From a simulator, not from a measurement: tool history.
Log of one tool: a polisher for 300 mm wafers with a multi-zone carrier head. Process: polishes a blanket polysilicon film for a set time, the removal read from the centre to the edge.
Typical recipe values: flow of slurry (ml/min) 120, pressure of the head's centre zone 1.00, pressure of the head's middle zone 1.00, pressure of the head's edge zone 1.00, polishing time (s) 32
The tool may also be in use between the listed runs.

| run | hour | flow of slurry (ml/min) | pressure of the head's centre zone | pressure of the head's middle zone | pressure of the head's edge zone | polishing time (s) | incoming thickness of the incoming film, nm | film removed at the wafer's centre (Å) | film removed at mid-radius (Å) | film removed at the wafer's edge (Å) |
|---|---|---|---|---|---|---|---|---|---|---|
| 1 | 0.0 | 120 | 1.00 | 1.00 | 1.00 | 32 | 2050.2 | 2287 | 2274 | 2334 |
|  | 3.7 | worn pad replaced by a new one |
| 2 | 9.5 | 120 | 1.00 | 1.00 | 1.00 | 32 | 2079.5 | 2492 | 2417 | 2500 |
| 3 | 26.3 | 120 | 1.00 | 1.00 | 1.00 | 32 | 2100.9 | 2422 | 2365 | 2490 |
| 4 | 37.7 | 120 | 1.00 | 1.00 | 1.00 | 32 | 2081.6 | 2398 | 2367 | 2439 |
| 5 | 53.3 | 120 | 1.00 | 1.00 | 1.00 | 32 | 2027.0 | 2352 | 2370 | 2393 |
| 6 | 65.0 | 120 | 1.00 | 1.00 | 1.00 | 32 | 2072.0 | 2336 | 2339 | 2391 |
|  | 73.4 | edge zone pressure recalibrated |
|  | 79.9 | worn pad replaced by a new one, of another model than before |
| 7 | 81.9 | 120 | 1.00 | 1.00 | 1.00 | 32 | 2080.2 | 2449 | 2401 | 2506 |
| 8 | 89.9 | 120 | 1.00 | 1.00 | 0.93 | 32 | 2059.9 | 2433 | 2396 | 2381 |
| 9 | 99.8 | 120 | 1.00 | 1.00 | 1.00 | 32 | 2038.3 | 2401 | 2352 | 2477 |
|  | 113.6 | carrier head's membrane replaced by a new one |
| 10 | 114.7 | 120 | 1.00 | 1.00 | 1.00 | 23 | 2065.3 | 1710 | 1682 | 1732 |
| 11 | 127.0 | 120 | 1.00 | 1.00 | 1.00 | 32 | 2057.6 | 2322 | 2320 | 2387 |
| 12 | 144.8 | 120 | 1.00 | 1.00 | 0.88 | 32 | 2077.1 | 2324 | 2264 | 2224 |
|  | 155.4 | slurry nozzle cleaned |
|  | 157.1 | centre zone pressure recalibrated |
|  | 172.2 | worn pad replaced by a new one |
| 13 | 186.2 | 120 | 1.00 | 0.92 | 1.00 | 32 | 2046.0 | 2416 | 2303 | 2468 |
| 14 | 196.0 | 120 | 1.00 | 1.00 | 1.07 | 32 | 2082.0 | 2384 | 2334 | 2507 |
| 15 | 205.0 | 155 | 0.96 | 1.00 | 0.96 | 26 | 2062.0 | 1964 | 1981 | 1993 |

Consider 4 possible next runs. They are alternatives, not a sequence: every one starts from the tool as it was left by run 15. What does each give?
| A | 205.4 | 145 | 1.00 | 1.00 | 1.00 | 32 | 2084.2 | ? | ? | ? |
| B | 205.4 | 120 | 0.95 | 1.00 | 1.05 | 40 | 2084.2 | ? | ? | ? |
| C | 205.4 | 120 | 1.00 | 1.00 | 0.90 | 27 | 2084.2 | ? | ? | ? |
| D | 205.4 | 120 | 1.00 | 1.00 | 1.10 | 32 | 2084.2 | ? | ? | ? |

| run | film removed at the wafer's centre (Å) | film removed at mid-radius (Å) | film removed at the wafer's edge (Å) |
|---|---|---|---|
| A | 2449 | 2384 | 2444 |
| B | 2800 | 2884 | 3056 |
| C | 1990 | 1947 | 1917 |
| D | 2359 | 2306 | 2503 |
Stripped of hidden state, with their random variation kept, the same runs would have yielded:
| run | film removed at the wafer's centre (Å) | film removed at mid-radius (Å) | film removed at the wafer's edge (Å) |
|---|---|---|---|
| A | 2567 | 2499 | 2562 |
| B | 2936 | 3023 | 3204 |
| C | 2087 | 2041 | 2010 |
| D | 2473 | 2418 | 2624 |
